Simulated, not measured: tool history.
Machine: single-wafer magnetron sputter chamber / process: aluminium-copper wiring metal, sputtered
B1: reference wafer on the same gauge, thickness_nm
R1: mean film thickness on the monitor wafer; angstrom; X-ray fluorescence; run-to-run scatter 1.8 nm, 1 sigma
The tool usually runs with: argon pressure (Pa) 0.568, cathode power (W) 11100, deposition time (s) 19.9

run 1 hour=0.0 | argon_pressure_(Pa)=0.568 cathode_power_(W)=11100 deposition_time_(s)=19.9 | B1=315.844 | R1=3555.25
run 2 hour=55.8 | argon_pressure_(Pa)=0.568 cathode_power_(W)=9600 deposition_time_(s)=19.9 | B1=314.977 | R1=3140.59
run 3 hour=106.8 | argon_pressure_(Pa)=0.568 cathode_power_(W)=9600 deposition_time_(s)=19.9 | B1=315.973 | R1=3107.69
run 4 hour=151.7 | argon_pressure_(Pa)=0.568 cathode_power_(W)=11100 deposition_time_(s)=19.9 | B1=315.482 | R1=3578.56
run 5 hour=248.4 | argon_pressure_(Pa)=0.568 cathode_power_(W)=11100 deposition_time_(s)=19.9 | B1=315.743 | R1=3585.97
run 6 hour=323.7 | argon_pressure_(Pa)=0.637 cathode_power_(W)=11100 deposition_time_(s)=23.0 | B1=315.897 | R1=4077.40
run 7 hour=424.1 | argon_pressure_(Pa)=0.568 cathode_power_(W)=11100 deposition_time_(s)=19.9 | B1=316.057 | R1=3654.42
run 8 hour=480.9 | argon_pressure_(Pa)=0.448 cathode_power_(W)=11100 deposition_time_(s)=19.9 | B1=316.474 | R1=3881.07
run 9 hour=521.4 | argon_pressure_(Pa)=0.448 cathode_power_(W)=11100 deposition_time_(s)=19.9 | B1=316.521 | R1=3930.47
run 10 hour=625.5 | argon_pressure_(Pa)=0.448 cathode_power_(W)=11100 deposition_time_(s)=19.9 | B1=315.867 | R1=3920.53
run 11 hour=693.3 | argon_pressure_(Pa)=0.568 cathode_power_(W)=11100 deposition_time_(s)=19.9 | B1=316.460 | R1=3713.79
run 12 hour=738.9 | argon_pressure_(Pa)=0.568 cathode_power_(W)=11100 deposition_time_(s)=19.9 | B1=316.105 | R1=3698.57
run 13 hour=795.5 | argon_pressure_(Pa)=0.568 cathode_power_(W)=11100 deposition_time_(s)=19.9 | B1=315.218 | R1=3696.72
run 14 hour=1086.4 | argon_pressure_(Pa)=0.692 cathode_power_(W)=13850 deposition_time_(s)=19.9 | B1=316.052 | R1=4045.07
run 15 hour=1139.1 | argon_pressure_(Pa)=0.362 cathode_power_(W)=10050 deposition_time_(s)=19.9 | B1=316.413 | R1=3589.64
run 16 hour=1245.9 | argon_pressure_(Pa)=0.568 cathode_power_(W)=11100 deposition_time_(s)=19.9 | B1=315.796 | R1=3488.31
run 17 hour=1322.1 | argon_pressure_(Pa)=0.448 cathode_power_(W)=11100 deposition_time_(s)=19.9 | B1=316.353 | R1=3764.75
run 18 hour=1389.0 | argon_pressure_(Pa)=0.471 cathode_power_(W)=12200 deposition_time_(s)=16.5 | B1=316.218 | R1=3384.21
run 19 hour=1497.0 | argon_pressure_(Pa)=0.461 cathode_power_(W)=11100 deposition_time_(s)=19.9 | B1=316.309 | R1=3762.83
run 20 hour=1561.4 | argon_pressure_(Pa)=0.448 cathode_power_(W)=11850 deposition_time_(s)=18.2 | B1=315.980 | R1=3680.50
run 21 hour=1674.1 | argon_pressure_(Pa)=0.773 cathode_power_(W)=9350 deposition_time_(s)=21.4 | B1=315.927 | R1=2854.24
run 22 hour=1746.0 | argon_pressure_(Pa)=0.456 cathode_power_(W)=9450 deposition_time_(s)=19.9 | B1=316.370 | R1=3251.34
run 23 hour=1832.2 | argon_pressure_(Pa)=0.634 cathode_power_(W)=8350 deposition_time_(s)=21.8 | B1=316.446 | R1=2841.62
run 24 hour=1869.3 | argon_pressure_(Pa)=0.568 cathode_power_(W)=12350 deposition_time_(s)=22.0 | B1=315.829 | R1=4370.69
run 25 hour=1949.7 | argon_pressure_(Pa)=0.568 cathode_power_(W)=11100 deposition_time_(s)=19.9 | B1=316.003 | R1=3578.89
run 26 hour=2050.2 | argon_pressure_(Pa)=0.568 cathode_power_(W)=11100 deposition_time_(s)=19.9 | B1=316.393 | R1=3470.99
run 27 hour=2151.7 | argon_pressure_(Pa)=0.363 cathode_power_(W)=11100 deposition_time_(s)=19.9 | B1=316.310 | R1=3951.28
run 28 hour=2242.8 | argon_pressure_(Pa)=0.568 cathode_power_(W)=11100 deposition_time_(s)=19.9 | B1=315.659 | R1=3505.96
run 29 hour=2302.8 | argon_pressure_(Pa)=0.712 cathode_power_(W)=8500 deposition_time_(s)=17.9 | B1=316.068 | R1=2246.71
run 30 hour=2367.0 | argon_pressure_(Pa)=0.568 cathode_power_(W)=11100 deposition_time_(s)=18.2 | B1=316.891 | R1=3189.44
run 31 hour=2410.7 | argon_pressure_(Pa)=0.705 cathode_power_(W)=13400 deposition_time_(s)=19.9 | B1=316.105 | R1=3846.20
run 32 hour=2508.3 | argon_pressure_(Pa)=0.568 cathode_power_(W)=11100 deposition_time_(s)=19.9 | B1=315.349 | R1=3488.77
run 33 hour=2555.2 | argon_pressure_(Pa)=0.773 cathode_power_(W)=9350 deposition_time_(s)=21.4 | B1=315.616 | R1=2834.71

Not shown here: 9 entries made in the log between runs. Locate each between two listed runs and compare the hidden state at the listed run before it with the hidden state at the listed run after it:
Between runs 5 and 6: gauge calibrated (hour 248.5); capacitance manometer re-zeroed and calibrated (hour 301.6)
  true argon pressure above the setpoint (%): -10.1 -> -15.6
  measured less the result without the state, R1: +122.13 -> +240.41 angstrom
Between runs 7 and 8: sputter target and shields replaced (hour 448.8)
  true argon pressure above the setpoint (%): -16.3 -> -16.7
  measured less the result without the state, R1: +200.20 -> +168.33 angstrom
Between runs 13 and 14: capacitance manometer re-zeroed and calibrated, repeated, since the last time left the tool worse (hour 888.3)
  true argon pressure above the setpoint (%): -18.9 -> -2.25
  measured less the result without the state, R1: +233.82 -> +37.87 angstrom
Between runs 15 and 16: magnet pack replaced (hour 1180.8)
  true argon pressure above the setpoint (%): -2.61 -> -3.35
  measured less the result without the state, R1: +19.11 -> +39.82 angstrom
Between runs 16 and 17: sputter target and shields replaced (hour 1264.0)
  true argon pressure above the setpoint (%): -3.35 -> -3.88
  measured less the result without the state, R1: +39.82 -> +38.34 angstrom
Between runs 24 and 25: sputter target and shields replaced (hour 1949.2)
  true argon pressure above the setpoint (%): -7.67 -> -8.22
  measured less the result without the state, R1: +113.60 -> +99.71 angstrom
Between runs 25 and 26: capacitance manometer re-zeroed and calibrated (hour 2036.3)
  true argon pressure above the setpoint (%): -8.22 -> 0.557
  measured less the result without the state, R1: +99.71 -> -6.60 angstrom
Between runs 32 and 33: gauge calibrated (hour 2531.5)
  true argon pressure above the setpoint (%): -2.61 -> -2.94
  measured less the result without the state, R1: +31.07 -> +38.50 angstrom
